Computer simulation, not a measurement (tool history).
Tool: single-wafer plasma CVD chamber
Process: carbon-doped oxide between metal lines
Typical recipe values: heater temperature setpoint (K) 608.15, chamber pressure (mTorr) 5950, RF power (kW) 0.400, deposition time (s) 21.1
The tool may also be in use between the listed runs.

run	hour	heater temperature setpoint (K)	chamber pressure (mTorr)	RF power (kW)	deposition time (s)	wafers since the last listed run	hours since the last thermocouple change	hours since the last RF generator calibration	hours since the last manometer calibration	hours since the showerhead was replaced	hours since the gauge calibration	read-back reference wafer on the same gauge, thickness_nm	mean film thickness on the monitor wafer (nm)
1	0.0	619.15	5950	0.400	21.1	0	489.6	1188.4	171.7	5217.3	1137.6	96.203	99.001
2	51.2	619.15	5950	0.400	21.1	1415	540.8	1239.6	222.9	5268.5	1188.8	96.313	98.398
3	125.2	619.15	5950	0.400	21.1	2045	614.8	1313.6	296.9	5342.5	1262.8	96.495	98.873
4	164.9	608.15	5950	0.400	21.1	1097	654.5	1353.3	336.6	5382.2	1302.5	96.587	101.896
5	480.6	608.15	5950	0.400	21.1	8727	970.2	1669.0	652.3	5697.9	1618.2	97.283	102.766
6	587.9	608.15	5950	0.400	21.1	2966	1077.5	1776.3	759.6	5805.2	1725.5	97.576	102.701
# hour 629.2: capacitance manometer re-zeroed and calibrated
7	679.4	608.15	5950	0.400	21.1	2308	1169.0	1867.8	50.2	5896.7	1817.0	97.733	104.035
# hour 762.6: thermocouple changed; heater temperature recalibrated
8	768.0	608.15	5950	0.400	21.1	2228	5.4	1956.4	138.8	5985.3	1905.6	98.113	103.810
9	810.5	608.15	5950	0.400	21.1	1174	47.9	1998.9	181.3	6027.8	1948.1	98.192	104.066
10	904.3	608.15	5950	0.400	21.1	2592	141.7	2092.7	275.1	6121.6	2041.9	98.569	103.749
11	940.8	608.15	5950	0.400	21.1	1009	178.2	2129.2	311.6	6158.1	2078.4	98.751	103.866
12	996.9	608.15	5950	0.400	21.1	1550	234.3	2185.3	367.7	6214.2	2134.5	98.818	104.923
# hour 1063.8: gauge calibrated
13	1075.1	608.15	5950	0.400	21.1	2161	312.5	2263.5	445.9	6292.4	11.3	95.115	100.651
14	1145.6	615.15	5950	0.400	19.7	1948	383.0	2334.0	516.4	6362.9	81.8	95.019	92.260
15	1234.5	608.15	5950	0.400	21.1	2457	471.9	2422.9	605.3	6451.8	170.7	95.036	100.721
16	1271.4	622.15	7180	0.400	21.1	1020	508.8	2459.8	642.2	6488.7	207.6	94.989	98.568
17	1327.7	613.15	4700	0.440	18.4	1556	565.1	2516.1	698.5	6545.0	263.9	95.078	86.448
18	1364.6	608.15	5950	0.400	21.1	1020	602.0	2553.0	735.4	6581.9	300.8	95.075	99.784
19	1446.6	608.15	5950	0.350	23.3	2266	684.0	2635.0	817.4	6663.9	382.8	95.132	102.077
# hour 1472.5: RF generator calibrated
# hour 1479.1: capacitance manometer re-zeroed and calibrated
# hour 1509.8: showerhead replaced
20	1552.8	619.15	5950	0.400	21.1	2311	790.2	80.3	73.7	43.0	489.0	95.238	97.543
21	1627.5	603.15	5950	0.400	21.1	2064	864.9	155.0	148.4	117.7	563.7	95.151	101.358
22	1670.2	608.15	5950	0.445	21.1	1180	907.6	197.7	191.1	160.4	606.4	95.248	106.367
23	1737.3	602.15	4530	0.345	16.9	1854	974.7	264.8	258.2	227.5	673.5	95.372	71.735
24	1783.5	601.15	5950	0.465	21.1	1277	1020.9	311.0	304.4	273.7	719.7	95.441	112.571
25	1824.9	620.15	5950	0.320	21.1	1144	1062.3	352.4	345.8	315.1	761.1	95.497	85.676
26	1866.7	619.15	6500	0.445	21.1	1155	1104.1	394.2	387.6	356.9	802.9	95.410	105.649
27	1916.6	620.15	5950	0.345	21.1	1379	1154.0	444.1	437.5	406.8	852.8	95.545	89.515

Describe how what the log doesn't record of the tool's condition differs between the last listed run preceding each entry between runs and the first listed run following it.
In the gap between runs 6 and 7: capacitance manometer re-zeroed and calibrated (hour 629.2)
  gauge reads high (%): 2.71 -> 2.99
  measured less the result without the state, mean film thickness on the monitor wafer (nm): +2.709 -> +3.015
In the gap between runs 7 and 8: thermocouple changed; heater temperature recalibrated (hour 762.6)
  gauge reads high (%): 2.99 -> 3.27
  measured less the result without the state, mean film thickness on the monitor wafer (nm): +3.015 -> +3.282
In the gap between runs 12 and 13: gauge calibrated (hour 1063.8)
  gauge reads high (%): 4.05 -> -0.00709
  measured less the result without the state, mean film thickness on the monitor wafer (nm): +4.084 -> -0.007
In the gap between runs 19 and 20: RF generator calibrated (hour 1472.5); capacitance manometer re-zeroed and calibrated (hour 1479.1); showerhead replaced (hour 1509.8)
  gauge reads high (%): 0.117 -> 0.196
  measured less the result without the state, mean film thickness on the monitor wafer (nm): +0.120 -> +0.190
